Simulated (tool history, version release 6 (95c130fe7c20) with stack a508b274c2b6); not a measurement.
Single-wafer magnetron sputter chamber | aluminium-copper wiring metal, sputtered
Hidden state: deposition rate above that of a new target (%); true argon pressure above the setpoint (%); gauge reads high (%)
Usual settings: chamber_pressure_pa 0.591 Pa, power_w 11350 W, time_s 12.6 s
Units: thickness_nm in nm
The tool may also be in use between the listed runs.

| run | day | chamber_pressure_pa | power_w | time_s | wafers since the last listed run | wafers on the sputter target | hours since the last manometer calibration | hours since the magnet pack was replaced | hours since the gauge calibration | read-back reference wafer on the same gauge, thickness_nm | thickness_nm |
|---|---|---|---|---|---|---|---|---|---|---|---|
| 1 | 0.000 | 0.517 | 11350 | 12.6 | 0 | 1721 | 2007.4 | 4201.5 | 82.7 | 279.841 | 259.636 |
| 2 | 0.579 | 0.591 | 11350 | 12.6 | 453 | 2174 | 2021.3 | 4215.4 | 96.6 | 280.016 | 249.880 |
| 3 | 0.858 | 0.591 | 11350 | 12.6 | 218 | 2393 | 2028.0 | 4222.1 | 103.3 | 279.884 | 249.665 |
| 4 | 1.729 | 0.591 | 11350 | 12.6 | 681 | 3074 | 2048.9 | 4243.0 | 124.2 | 280.164 | 249.621 |
| 5 | 2.425 | 0.591 | 11350 | 12.6 | 544 | 3618 | 2065.6 | 4259.7 | 140.9 | 279.817 | 248.095 |
| 6 | 2.792 | 0.591 | 11350 | 12.6 | 286 | 3905 | 2074.4 | 4268.5 | 149.7 | 280.078 | 249.225 |
| 7 | 3.192 | 0.591 | 11350 | 12.6 | 312 | 4218 | 2084.0 | 4278.1 | 159.3 | 280.032 | 248.546 |
| 8 | 3.596 | 0.440 | 11350 | 12.6 | 316 | 4534 | 2093.7 | 4287.8 | 169.0 | 279.979 | 265.845 |
| 9 | 3.850 | 0.440 | 11350 | 12.6 | 198 | 4733 | 2099.8 | 4293.9 | 175.1 | 280.007 | 263.567 |
| 10 | 4.488 | 0.440 | 11350 | 12.6 | 498 | 5231 | 2115.1 | 4309.2 | 190.4 | 279.626 | 263.666 |
| 11 | 4.821 | 0.591 | 11350 | 12.6 | 260 | 5492 | 2123.1 | 4317.2 | 198.4 | 279.693 | 248.187 |
| 12 | 5.321 | 0.591 | 11350 | 12.6 | 391 | 5883 | 2135.1 | 4329.2 | 210.4 | 280.203 | 246.901 |
| 13 | 5.638 | 0.591 | 11350 | 12.6 | 247 | 6131 | 2142.7 | 4336.8 | 218.0 | 280.102 | 247.206 |
| 14 | 6.208 | 0.591 | 13000 | 11.2 | 446 | 6577 | 2156.4 | 4350.5 | 231.7 | 279.924 | 240.386 |
|  | 6.450 | gauge calibrated |
| 15 | 6.792 | 0.591 | 9150 | 12.6 | 456 | 7033 | 2170.4 | 4364.5 | 8.2 | 280.119 | 215.094 |
|  | 7.142 | magnet pack replaced |
| 16 | 7.529 | 0.591 | 11350 | 10.6 | 316 | 7350 | 2188.1 | 9.3 | 25.9 | 279.800 | 208.115 |
| 17 | 7.829 | 0.804 | 11350 | 11.8 | 234 | 7584 | 2195.3 | 16.5 | 33.1 | 280.298 | 211.471 |
| 18 | 8.446 | 0.517 | 11350 | 12.6 | 482 | 8067 | 2210.1 | 31.3 | 47.9 | 280.207 | 255.073 |
| 19 | 8.879 | 0.732 | 12750 | 12.6 | 338 | 8405 | 2220.5 | 41.7 | 58.3 | 280.019 | 251.758 |
|  | 9.292 | sputter target and shields replaced |
|  | 9.375 | capacitance manometer re-zeroed and calibrated |
| 20 | 9.462 | 0.373 | 9450 | 13.8 | 129 | 67 | 2.1 | 55.7 | 72.3 | 279.873 | 270.513 |
| 21 | 9.779 | 0.591 | 13800 | 14.9 | 247 | 315 | 9.7 | 63.3 | 79.9 | 280.257 | 342.860 |
| 22 | 10.471 | 0.591 | 13800 | 14.9 | 541 | 856 | 26.3 | 79.9 | 96.5 | 279.918 | 341.799 |

The next listed run, before its measurement:
| 23 | 10.871 | 0.827 | 11350 | 15.0 | 312 | 1168 | 35.9 | 89.5 | 106.1 | ? | ? |

{"run 23": {"read-back reference wafer on the same gauge, thickness_nm": 279.77, "thickness_nm": 270.723}}
Without the tool's hidden state the same run would have given thickness_nm 274.929 nm.

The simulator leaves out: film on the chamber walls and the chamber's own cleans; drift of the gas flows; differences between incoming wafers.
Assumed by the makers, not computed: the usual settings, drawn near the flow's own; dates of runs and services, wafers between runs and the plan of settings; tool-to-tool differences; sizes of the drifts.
